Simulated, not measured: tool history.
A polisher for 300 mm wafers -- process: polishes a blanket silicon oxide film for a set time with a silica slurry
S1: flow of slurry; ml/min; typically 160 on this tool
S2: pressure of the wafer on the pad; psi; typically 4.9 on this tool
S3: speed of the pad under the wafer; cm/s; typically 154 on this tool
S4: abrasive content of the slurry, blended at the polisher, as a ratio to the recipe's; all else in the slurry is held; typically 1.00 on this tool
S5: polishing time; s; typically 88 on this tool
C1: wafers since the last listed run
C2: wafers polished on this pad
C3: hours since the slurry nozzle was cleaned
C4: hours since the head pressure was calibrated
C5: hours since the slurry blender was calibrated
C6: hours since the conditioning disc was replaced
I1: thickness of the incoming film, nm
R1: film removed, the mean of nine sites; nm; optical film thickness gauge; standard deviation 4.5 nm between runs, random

Run 1, hour 0.0: usual settings; C1 0; C2 1318; C3 457.7; C4 758.0; C5 290.7; C6 56.3; I1 1250.9. Result: R1 399.1 nm.
Run 2, hour 25.1: usual settings; C1 330; C2 1649; C3 482.8; C4 783.1; C5 315.8; C6 81.4; I1 1232.7. Result: R1 391.4 nm.
Run 3, hour 71.6: usual settings but S2 5.3 psi; C1 612; C2 2262; C3 529.3; C4 829.6; C5 362.3; C6 127.9; I1 1212.0. Result: R1 405.9 nm.
Run 4, hour 106.4: usual settings; C1 458; C2 2720; C3 564.1; C4 864.4; C5 397.1; C6 162.7; I1 1264.5. Result: R1 376.5 nm.
At hour 126.4: slurry blender recalibrated.
At hour 154.0: worn pad replaced by a new one.
Run 5, hour 165.4: usual settings but S3 118 cm/s; C1 698; C2 150; C3 623.1; C4 923.4; C5 39.0; C6 221.7; I1 1243.5. Result: R1 316.7 nm.
At hour 171.8: conditioning disc replaced and pad reconditioned.
Run 6, hour 216.9: usual settings; C1 652; C2 802; C3 674.6; C4 974.9; C5 90.5; C6 45.1; I1 1238.0. Result: R1 406.4 nm.
Run 7, hour 247.4: usual settings; C1 401; C2 1204; C3 705.1; C4 1005.4; C5 121.0; C6 75.6; I1 1230.6. Result: R1 389.4 nm.
Run 8, hour 303.0: usual settings but S3 170 cm/s, S4 0.85; C1 732; C2 1937; C3 760.7; C4 1061.0; C5 176.6; C6 131.2; I1 1257.7. Result: R1 380.2 nm.
At hour 408.3: worn pad replaced by a new one.
At hour 413.1: conditioning disc replaced and pad reconditioned.
Run 9, hour 436.6: usual settings but S3 170 cm/s, S4 0.85; C1 1681; C2 346; C3 894.3; C4 1194.6; C5 310.2; C6 23.5; I1 1261.9. Result: R1 402.5 nm.
Run 10, hour 476.7: usual settings but S3 170 cm/s, S4 0.85; C1 528; C2 875; C3 934.4; C4 1234.7; C5 350.3; C6 63.6; I1 1232.3. Result: R1 391.2 nm.
At hour 501.8: slurry nozzle cleaned.
Run 11, hour 546.3: usual settings; C1 904; C2 1779; C3 44.5; C4 1304.3; C5 419.9; C6 133.2; I1 1228.4. Result: R1 384.8 nm.
At hour 580.8: slurry blender recalibrated.
At hour 645.6: worn pad replaced by a new one.
At hour 664.5: head pressure recalibrated.
At hour 695.8: conditioning disc replaced and pad reconditioned.
Run 12, hour 734.8: usual settings but S2 3.6 psi, S4 1.25; C1 2352; C2 1123; C3 233.0; C4 70.3; C5 154.0; C6 39.0; I1 1251.0. Result: R1 365.2 nm.
Run 13, hour 787.9: usual settings but S4 1.20, S5 68 s; C1 699; C2 1823; C3 286.1; C4 123.4; C5 207.1; C6 92.1; I1 1234.6. Result: R1 332.1 nm.
At hour 940.6: worn pad replaced by a new one.
Run 14, hour 962.7: usual settings but S2 3.9 psi, S3 194 cm/s, S5 62 s; C1 2250; C2 291; C3 460.9; C4 298.2; C5 381.9; C6 266.9; I1 1254.1. Result: R1 266.5 nm.
At hour 970.8: conditioning disc replaced and pad reconditioned.
Run 15, hour 994.1: usual settings but S1 115 ml/min, S4 0.85; C1 387; C2 679; C3 492.3; C4 329.6; C5 413.3; C6 23.3; I1 1247.2. Result: R1 361.1 nm.
Run 16, hour 1038.8: usual settings but S1 105 ml/min, S3 186 cm/s; C1 589; C2 1268; C3 537.0; C4 374.3; C5 458.0; C6 68.0; I1 1244.0. Result: R1 412.8 nm.
At hour 1058.9: slurry blender recalibrated.
Run 17, hour 1091.6: usual settings but S3 170 cm/s, S4 0.85; C1 669; C2 1937; C3 589.8; C4 427.1; C5 32.7; C6 120.8; I1 1248.9. Result: R1 374.2 nm.
Run 18, hour 1149.6: usual settings but S1 130 ml/min, S2 6.4 psi, S3 102 cm/s, S5 76 s; C1 764; C2 2702; C3 647.8; C4 485.1; C5 90.7; C6 178.8; I1 1241.1. Result: R1 294.3 nm.
At hour 1196.1: worn pad replaced by a new one.
At hour 1221.0: conditioning disc replaced and pad reconditioned.
Run 19, hour 1221.5: usual settings but S3 198 cm/s, S5 69 s; C1 868; C2 308; C3 719.7; C4 557.0; C5 162.6; C6 0.5; I1 1229.4. Result: R1 401.7 nm.
Run 20, hour 1244.7: usual settings; C1 305; C2 614; C3 742.9; C4 580.2; C5 185.8; C6 23.7; I1 1227.2. Result: R1 412.6 nm.
Run 21, hour 1269.6: usual settings but S1 180 ml/min, S2 6.0 psi, S3 106 cm/s; C1 328; C2 942; C3 767.8; C4 605.1; C5 210.7; C6 48.6; I1 1236.1. Result: R1 364.9 nm.
Run 22, hour 1298.8: usual settings but S1 205 ml/min, S2 4.1 psi; C1 384; C2 1327; C3 797.0; C4 634.3; C5 239.9; C6 77.8; I1 1244.1. Result: R1 367.5 nm.

Branching from run 22: 5 alternative next runs. What would each branch give?
Run A, hour 1299.2: usual settings but S5 71 s; C1 5; C2 1332; C3 797.4; C4 634.7; C5 240.3; C6 78.2; I1 1242.1. Result: R1 ?.
Run B, hour 1299.2: usual settings but S2 3.7 psi, S3 120 cm/s; C1 5; C2 1332; C3 797.4; C4 634.7; C5 240.3; C6 78.2; I1 1242.1. Result: R1 ?.
Run C, hour 1299.2: usual settings but S2 5.9 psi, S4 0.90, S5 108 s; C1 5; C2 1332; C3 797.4; C4 634.7; C5 240.3; C6 78.2; I1 1242.1. Result: R1 ?.
Run D, hour 1299.2: usual settings but S1 125 ml/min, S2 6.6 psi, S3 178 cm/s; C1 5; C2 1332; C3 797.4; C4 634.7; C5 240.3; C6 78.2; I1 1242.1. Result: R1 ?.
Run E, hour 1299.2: usual settings but S2 3.4 psi; C1 5; C2 1332; C3 797.4; C4 634.7; C5 240.3; C6 78.2; I1 1242.1. Result: R1 ?.

run     R1
  A  315.7
  B  277.1
  C  517.5
  D  499.4
  E  310.6
Had the tool no hidden state, the same runs would have come out as:
run     R1
  A  350.6
  B  298.0
  C  582.3
  D  575.5
  E  338.0
